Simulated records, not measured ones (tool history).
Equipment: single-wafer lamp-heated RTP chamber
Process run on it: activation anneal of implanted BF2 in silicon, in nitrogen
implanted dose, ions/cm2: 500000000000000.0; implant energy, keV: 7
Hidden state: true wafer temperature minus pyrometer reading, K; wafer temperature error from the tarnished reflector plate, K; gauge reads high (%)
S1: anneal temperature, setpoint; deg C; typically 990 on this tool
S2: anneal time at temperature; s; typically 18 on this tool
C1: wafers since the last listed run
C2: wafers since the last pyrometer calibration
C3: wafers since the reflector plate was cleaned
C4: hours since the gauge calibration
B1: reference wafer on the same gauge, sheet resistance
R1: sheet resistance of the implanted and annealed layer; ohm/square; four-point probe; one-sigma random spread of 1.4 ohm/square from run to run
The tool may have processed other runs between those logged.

run,day,S1,S2,C1,C2,C3,C4,B1,R1
1,0.000,990,18,0,1763,2634,123.5,442.50,371.18
2,0.629,990,18,317,2081,2951,138.6,441.60,368.09
3,1.021,990,18,197,2279,3149,148.0,442.02,370.15
# day 1.746: reflector plate cleaned
4,2.162,1007,18,407,2687,210,175.4,441.89,342.88
5,2.475,1007,18,157,2844,367,182.9,442.24,343.86
6,2.833,1007,18,180,3025,548,191.5,442.52,342.38
7,3.371,990,11,271,3296,820,204.4,442.10,390.85
8,3.900,990,18,267,3563,1087,217.1,441.18,364.76
9,4.342,990,10,222,3786,1310,227.7,442.02,393.59
10,4.767,990,10,214,4001,1524,237.9,441.94,391.39
11,5.050,990,10,142,4144,1667,244.7,442.36,391.50
# day 5.888: pyrometer window cleaned and pyrometer calibrated
12,5.908,990,18,264,11,1932,265.3,441.80,379.03
13,6.038,990,18,65,76,1997,268.4,442.00,378.05
14,6.417,990,18,191,267,2188,277.5,441.39,378.80
15,7.025,990,18,307,574,2495,292.1,441.82,375.33
16,7.446,1000,18,212,787,2708,302.2,442.20,360.63
17,8.104,1000,18,332,1119,3040,318.0,441.71,356.82
18,8.425,976,18,161,1281,3202,325.7,442.58,406.74
19,8.775,1018,18,176,1457,3379,334.1,441.16,334.87
20,9.054,960,11,140,1598,3520,340.8,442.90,506.08
# day 9.725: reflector plate cleaned
21,9.746,1012,27,180,1779,10,357.4,441.84,326.27
22,9.917,1019,14,86,1865,97,361.5,441.89,340.79
23,10.625,1004,18,357,2223,454,378.5,441.42,345.08
# day 10.738: gauge calibrated
24,11.225,1011,10,302,2526,757,11.7,442.69,362.17
25,11.938,990,18,359,2885,1116,28.8,442.20,365.35
26,12.529,975,13,298,3184,1415,43.0,441.37,419.20
27,13.042,990,10,258,3442,1674,55.3,442.81,395.91
28,13.392,990,18,176,3619,1850,63.7,442.51,360.22
# day 14.017: pyrometer window cleaned and pyrometer calibrated
29,14.038,990,18,157,9,2008,79.2,441.10,378.90
30,14.654,990,18,311,320,2319,94.0,441.55,374.89
31,15.383,990,18,367,688,2687,111.5,441.62,375.84
32,15.650,1002,18,134,823,2822,117.9,442.08,355.65
33,16.346,1013,18,351,1174,3173,134.6,442.40,342.59
34,16.954,1005,18,307,1481,3480,149.2,441.88,350.54
# day 17.904: reflector plate cleaned
35,17.925,1002,21,321,1803,9,172.5,441.82,347.09
36,18.133,978,22,105,1908,115,177.5,440.87,383.37
37,18.412,1016,22,140,2049,255,184.2,441.69,328.12

Some steps in R1, run to run, broken into two amounts with sign: the step expected even without the hidden condition (settings, incoming material, random variation), and the rest, left for the hidden condition together with whatever gauge scatter is not in both the measured and the hidden-condition-free result:
Run 11 -> 12: S2 10 -> 18, pyrometer window cleaned and pyrometer calibrated. R1 -12.47 ohm/square: hidden state +23.81, all else -36.28.
Run 18 -> 19: S1 976 -> 1018. R1 -71.87 ohm/square: hidden state +7.20, all else -79.07.
Run 19 -> 20: S1 1018 -> 960, S2 18 -> 11. R1 +171.21 ohm/square: hidden state -14.74, all else +185.95.
Run 20 -> 21: S1 960 -> 1012, S2 11 -> 27, reflector plate cleaned. R1 -179.81 ohm/square: hidden state +13.78, all else -193.59.
Run 25 -> 26: S1 990 -> 975, S2 18 -> 13. R1 +53.85 ohm/square: hidden state -15.74, all else +69.59.
Run 28 -> 29: pyrometer window cleaned and pyrometer calibrated. R1 +18.68 ohm/square: hidden state +16.06, all else +2.62.
